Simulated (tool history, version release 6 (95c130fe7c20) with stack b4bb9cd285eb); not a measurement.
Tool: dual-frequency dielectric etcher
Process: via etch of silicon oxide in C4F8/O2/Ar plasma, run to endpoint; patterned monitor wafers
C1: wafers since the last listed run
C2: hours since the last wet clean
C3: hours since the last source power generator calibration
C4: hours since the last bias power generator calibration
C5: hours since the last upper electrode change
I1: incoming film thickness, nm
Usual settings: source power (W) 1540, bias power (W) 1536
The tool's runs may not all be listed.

Run 1, hour 0.0: usual settings but bias power (W) 1388; C1 0; C2 204.4; C3 2705.5; C4 1545.9; C5 1419.8; I1 1356.7. Result: endpoint time (s) 348.5.
Run 2, hour 89.1: usual settings; C1 606; C2 293.5; C3 2794.6; C4 1635.0; C5 1508.9; I1 1341.9. Result: endpoint time (s) 338.0.
At hour 157.1: wet clean of the chamber.
Run 3, hour 187.5: usual settings; C1 506; C2 30.4; C3 2893.0; C4 1733.4; C5 1607.3; I1 1356.5. Result: endpoint time (s) 334.6.
Run 4, hour 294.1: usual settings; C1 725; C2 137.0; C3 2999.6; C4 1840.0; C5 1713.9; I1 1370.0. Result: endpoint time (s) 340.2.
Run 5, hour 356.4: usual settings; C1 423; C2 199.3; C3 3061.9; C4 1902.3; C5 1776.2; I1 1344.8. Result: endpoint time (s) 335.5.
Run 6, hour 418.6: usual settings but source power (W) 1830, bias power (W) 1716; C1 423; C2 261.5; C3 3124.1; C4 1964.5; C5 1838.4; I1 1345.3. Result: endpoint time (s) 305.2.
Run 7, hour 508.7: usual settings but source power (W) 1830, bias power (W) 1716; C1 612; C2 351.6; C3 3214.2; C4 2054.6; C5 1928.5; I1 1350.0. Result: endpoint time (s) 307.6.
Run 8, hour 544.8: usual settings but source power (W) 1830, bias power (W) 1716; C1 245; C2 387.7; C3 3250.3; C4 2090.7; C5 1964.6; I1 1349.9. Result: endpoint time (s) 307.2.
At hour 590.1: upper electrode replaced.
At hour 593.5: wet clean of the chamber.
Run 9, hour 618.6: usual settings; C1 315; C2 25.1; C3 3324.1; C4 2164.5; C5 28.5; I1 1346.3. Result: endpoint time (s) 329.8.
Run 10, hour 691.0: usual settings; C1 492; C2 97.5; C3 3396.5; C4 2236.9; C5 100.9; I1 1354.9. Result: endpoint time (s) 335.2.
Run 11, hour 775.9: usual settings; C1 577; C2 182.4; C3 3481.4; C4 2321.8; C5 185.8; I1 1343.0. Result: endpoint time (s) 334.0.
At hour 815.2: source power generator calibrated.
Run 12, hour 849.3: usual settings; C1 472; C2 255.8; C3 34.1; C4 2395.2; C5 259.2; I1 1337.9. Result: endpoint time (s) 334.5.
Run 13, hour 950.4: usual settings but source power (W) 1180, bias power (W) 1340; C1 687; C2 356.9; C3 135.2; C4 2496.3; C5 360.3; I1 1330.7. Result: endpoint time (s) 395.0.
At hour 976.9: wet clean of the chamber.
Run 14, hour 1004.9: usual settings but source power (W) 1690, bias power (W) 1806; C1 207; C2 28.0; C3 189.7; C4 2550.8; C5 414.8; I1 1343.2. Result: endpoint time (s) 306.6.
At hour 1039.0: bias power generator calibrated.
Run 15, hour 1088.6: usual settings but source power (W) 1230, bias power (W) 1888; C1 542; C2 111.7; C3 273.4; C4 49.6; C5 498.5; I1 1350.4. Result: endpoint time (s) 342.4.
Run 16, hour 1134.4: usual settings but source power (W) 1260, bias power (W) 1252; C1 311; C2 157.5; C3 319.2; C4 95.4; C5 544.3; I1 1364.1. Result: endpoint time (s) 390.2.
Run 17, hour 1228.9: usual settings but source power (W) 1650, bias power (W) 1401; C1 642; C2 252.0; C3 413.7; C4 189.9; C5 638.8; I1 1365.8. Result: endpoint time (s) 340.2.
Run 18, hour 1327.3: usual settings but source power (W) 1160, bias power (W) 1251; C1 669; C2 350.4; C3 512.1; C4 288.3; C5 737.2; I1 1353.4. Result: endpoint time (s) 409.3.
Run 19, hour 1367.8: usual settings but bias power (W) 1650; C1 275; C2 390.9; C3 552.6; C4 328.8; C5 777.7; I1 1358.2. Result: endpoint time (s) 334.8.
At hour 1442.5: wet clean of the chamber.
Run 20, hour 1443.0: usual settings; C1 348; C2 0.5; C3 627.8; C4 404.0; C5 852.9; I1 1365.9. Result: endpoint time (s) 335.1.
Run 21, hour 1513.2: usual settings; C1 477; C2 70.7; C3 698.0; C4 474.2; C5 923.1; I1 1352.6. Result: endpoint time (s) 331.4.
Run 22, hour 1619.3: usual settings; C1 721; C2 176.8; C3 804.1; C4 580.3; C5 1029.2; I1 1355.6. Result: endpoint time (s) 336.6.
Run 23, hour 1725.8: usual settings but source power (W) 1850, bias power (W) 1671; C1 724; C2 283.3; C3 910.6; C4 686.8; C5 1135.7; I1 1346.7. Result: endpoint time (s) 305.5.
At hour 1824.5: wet clean of the chamber.
Run 24, hour 1826.5: usual settings; C1 521; C2 2.0; C3 1011.3; C4 787.5; C5 1236.4; I1 1350.7. Result: endpoint time (s) 326.1.

Forecast each of these 4 alternatives for the next run:
Run A, hour 1827.0: usual settings but source power (W) 1210; C1 3; C2 2.5; C3 1011.8; C4 788.0; C5 1236.9; I1 1356.8. Result: endpoint time (s) ?.
Run B, hour 1827.0: usual settings but source power (W) 1760, bias power (W) 1901; C1 3; C2 2.5; C3 1011.8; C4 788.0; C5 1236.9; I1 1356.8. Result: endpoint time (s) ?.
Run C, hour 1827.0: usual settings but source power (W) 1250, bias power (W) 1852; C1 3; C2 2.5; C3 1011.8; C4 788.0; C5 1236.9; I1 1356.8. Result: endpoint time (s) ?.
Run D, hour 1827.0: usual settings but source power (W) 1810; C1 3; C2 2.5; C3 1011.8; C4 788.0; C5 1236.9; I1 1356.8. Result: endpoint time (s) ?.

run  endpoint time (s)
  A              366.1
  B              292.1
  C              340.1
  D              308.4
Without the tool's hidden state the same runs would have given:
run  endpoint time (s)
  A              365.4
  B              291.5
  C              339.3
  D              307.9
